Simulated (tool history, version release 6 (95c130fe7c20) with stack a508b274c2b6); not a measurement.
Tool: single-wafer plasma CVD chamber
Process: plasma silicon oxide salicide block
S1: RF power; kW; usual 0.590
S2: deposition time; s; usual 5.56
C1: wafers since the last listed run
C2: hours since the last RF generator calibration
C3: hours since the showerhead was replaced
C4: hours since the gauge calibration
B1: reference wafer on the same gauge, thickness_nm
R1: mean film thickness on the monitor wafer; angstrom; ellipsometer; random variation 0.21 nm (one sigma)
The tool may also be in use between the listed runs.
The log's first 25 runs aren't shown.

{"run": 26, "hour": 1442.2, "S1": 0.645, "S2": 4.69, "C1": 1311, "C2": 244.1, "C3": 493.5, "C4": 100.1, "B1": 60.272, "R1": 507.79}
{"run": 27, "hour": 1500.1, "S1": 0.59, "S2": 6.35, "C1": 1585, "C2": 302.0, "C3": 551.4, "C4": 158.0, "B1": 60.226, "R1": 671.13}
{"run": 28, "hour": 1561.6, "S1": 0.69, "S2": 4.83, "C1": 1684, "C2": 363.5, "C3": 612.9, "C4": 219.5, "B1": 60.263, "R1": 531.85}
{"run": 29, "hour": 1598.8, "S1": 0.665, "S2": 6.18, "C1": 1018, "C2": 400.7, "C3": 650.1, "C4": 256.7, "B1": 60.337, "R1": 674.22}
{"run": 30, "hour": 1647.3, "S1": 0.59, "S2": 5.21, "C1": 1328, "C2": 449.2, "C3": 698.6, "C4": 305.2, "B1": 60.348, "R1": 551.11}
{"run": 31, "hour": 1675.1, "S1": 0.48, "S2": 5.56, "C1": 761, "C2": 477.0, "C3": 726.4, "C4": 333.0, "B1": 60.395, "R1": 553.64}
{"run": 32, "hour": 1730.7, "S1": 0.59, "S2": 5.56, "C1": 1522, "C2": 532.6, "C3": 782.0, "C4": 388.6, "B1": 60.355, "R1": 589.31}
{"run": 33, "hour": 1776.6, "S1": 0.59, "S2": 5.56, "C1": 1257, "C2": 578.5, "C3": 827.9, "C4": 434.5, "B1": 60.271, "R1": 585.2}
{"run": 34, "hour": 1804.5, "S1": 0.69, "S2": 4.83, "C1": 764, "C2": 606.4, "C3": 855.8, "C4": 462.4, "B1": 60.298, "R1": 536.61}
{"run": 35, "hour": 1828.6, "S1": 0.68, "S2": 4.45, "C1": 660, "C2": 630.5, "C3": 879.9, "C4": 486.5, "B1": 60.361, "R1": 483.6}
{"run": 36, "hour": 1870.8, "S1": 0.475, "S2": 5.56, "C1": 1155, "C2": 672.7, "C3": 922.1, "C4": 528.7, "B1": 60.304, "R1": 550.58}
{"run": 37, "hour": 1932.6, "S1": 0.625, "S2": 5.56, "C1": 1692, "C2": 734.5, "C3": 983.9, "C4": 590.5, "B1": 60.268, "R1": 599.14}
{"run": 38, "hour": 1993.4, "S1": 0.685, "S2": 5.56, "C1": 1665, "C2": 795.3, "C3": 1044.7, "C4": 651.3, "B1": 60.325, "R1": 611.46}
{"run": 39, "hour": 2043.6, "S1": 0.64, "S2": 5.88, "C1": 1374, "C2": 845.5, "C3": 1094.9, "C4": 701.5, "B1": 60.309, "R1": 628.75}
{"run": 40, "hour": 2113.2, "S1": 0.59, "S2": 5.56, "C1": 1906, "C2": 915.1, "C3": 1164.5, "C4": 771.1, "B1": 60.284, "R1": 585.55}
{"run": 41, "hour": 2173.7, "S1": 0.59, "S2": 6.16, "C1": 1656, "C2": 975.6, "C3": 1225.0, "C4": 831.6, "B1": 60.316, "R1": 642.13}
{"run": 42, "hour": 2203.1, "S1": 0.64, "S2": 5.56, "C1": 805, "C2": 1005.0, "C3": 1254.4, "C4": 861.0, "B1": 60.329, "R1": 597.18}
{"run": 43, "hour": 2228.4, "S1": 0.64, "S2": 5.91, "C1": 692, "C2": 1030.3, "C3": 1279.7, "C4": 886.3, "B1": 60.254, "R1": 638.81}

Forecast each of these 5 alternatives for the next run:
{"run": "A", "hour": 2228.8, "S1": 0.53, "S2": 5.56, "C1": 10, "C2": 1030.7, "C3": 1280.1, "C4": 886.7, "B1": "?", "R1": "?"}
{"run": "B", "hour": 2228.8, "S1": 0.52, "S2": 4.58, "C1": 10, "C2": 1030.7, "C3": 1280.1, "C4": 886.7, "B1": "?", "R1": "?"}
{"run": "C", "hour": 2228.8, "S1": 0.52, "S2": 6.0, "C1": 10, "C2": 1030.7, "C3": 1280.1, "C4": 886.7, "B1": "?", "R1": "?"}
{"run": "D", "hour": 2228.8, "S1": 0.695, "S2": 4.75, "C1": 10, "C2": 1030.7, "C3": 1280.1, "C4": 886.7, "B1": "?", "R1": "?"}
{"run": "E", "hour": 2228.8, "S1": 0.59, "S2": 4.75, "C1": 10, "C2": 1030.7, "C3": 1280.1, "C4": 886.7, "B1": "?", "R1": "?"}

run=A B1=60.280 R1=564.35
run=B B1=60.280 R1=462.33
run=C B1=60.280 R1=605.67
run=D B1=60.280 R1=521.55
run=E B1=60.280 R1=497.32
Without the tool's hidden state the same runs would have given:
run=A R1=574.90
run=B R1=470.98
run=C R1=617.00
run=D R1=531.31
run=E R1=506.62
